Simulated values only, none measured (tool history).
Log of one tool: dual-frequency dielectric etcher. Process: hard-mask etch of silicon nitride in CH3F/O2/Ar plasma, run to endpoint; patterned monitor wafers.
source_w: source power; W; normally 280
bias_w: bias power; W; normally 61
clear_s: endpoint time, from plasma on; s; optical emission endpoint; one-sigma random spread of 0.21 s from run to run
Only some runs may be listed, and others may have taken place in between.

| run | hour | source_w | bias_w | wafers since the last listed run | hours since the last wet clean | hours since the last source power generator calibration | hours since the last bias power generator calibration | hours since the last upper electrode change | incoming incoming film thickness, nm | clear_s |
|---|---|---|---|---|---|---|---|---|---|---|
| 1 | 0.0 | 250 | 61 | 0 | 360.6 | 2216.7 | 4409.1 | 3820.5 | 33.59 | 61.7 |
| 2 | 15.8 | 250 | 61 | 246 | 376.4 | 2232.5 | 4424.9 | 3836.3 | 34.15 | 62.6 |
|  | 47.8 | wet clean of the chamber |
| 3 | 48.3 | 280 | 50 | 132 | 0.5 | 2265.0 | 4457.4 | 3868.8 | 34.08 | 61.9 |
| 4 | 48.7 | 280 | 50 | 6 | 0.9 | 2265.4 | 4457.8 | 3869.2 | 33.78 | 61.0 |
| 5 | 49.0 | 260 | 61 | 4 | 1.2 | 2265.7 | 4458.1 | 3869.5 | 34.17 | 59.0 |
|  | 58.9 | source power generator calibrated |
| 6 | 59.4 | 280 | 61 | 99 | 11.6 | 0.5 | 4468.5 | 3879.9 | 33.57 | 56.7 |
|  | 86.7 | upper electrode replaced |
| 7 | 87.2 | 280 | 61 | 59 | 39.4 | 28.3 | 4496.3 | 0.5 | 34.08 | 57.7 |
| 8 | 87.5 | 250 | 52 | 4 | 39.7 | 28.6 | 4496.6 | 0.8 | 33.93 | 62.9 |
| 9 | 97.8 | 280 | 48 | 160 | 50.0 | 38.9 | 4506.9 | 11.1 | 33.99 | 62.9 |
|  | 104.7 | bias power generator calibrated |
| 10 | 113.1 | 320 | 72 | 176 | 65.3 | 54.2 | 8.4 | 26.4 | 34.07 | 52.5 |
| 11 | 127.4 | 280 | 74 | 223 | 79.6 | 68.5 | 22.7 | 40.7 | 34.47 | 54.6 |
| 12 | 133.9 | 250 | 57 | 101 | 86.1 | 75.0 | 29.2 | 47.2 | 34.41 | 62.3 |
| 13 | 142.4 | 280 | 61 | 132 | 94.6 | 83.5 | 37.7 | 55.7 | 34.20 | 58.9 |
| 14 | 150.2 | 310 | 61 | 121 | 102.4 | 91.3 | 45.5 | 63.5 | 34.14 | 56.9 |

3 options for the next run, each taken on its own from the tool as it stands now. Forecast them:
| A | 150.6 | 280 | 61 | 6 | 102.8 | 91.7 | 45.9 | 63.9 | 34.14 | ? |
| B | 150.6 | 330 | 47 | 6 | 102.8 | 91.7 | 45.9 | 63.9 | 34.14 | ? |
| C | 150.6 | 240 | 61 | 6 | 102.8 | 91.7 | 45.9 | 63.9 | 34.14 | ? |

| run | clear_s |
|---|---|
| A | 58.6 |
| B | 60.7 |
| C | 61.3 |
Had the tool no hidden state, the same runs would have come out as:
| run | clear_s |
|---|---|
| A | 58.3 |
| B | 60.4 |
| C | 60.9 |

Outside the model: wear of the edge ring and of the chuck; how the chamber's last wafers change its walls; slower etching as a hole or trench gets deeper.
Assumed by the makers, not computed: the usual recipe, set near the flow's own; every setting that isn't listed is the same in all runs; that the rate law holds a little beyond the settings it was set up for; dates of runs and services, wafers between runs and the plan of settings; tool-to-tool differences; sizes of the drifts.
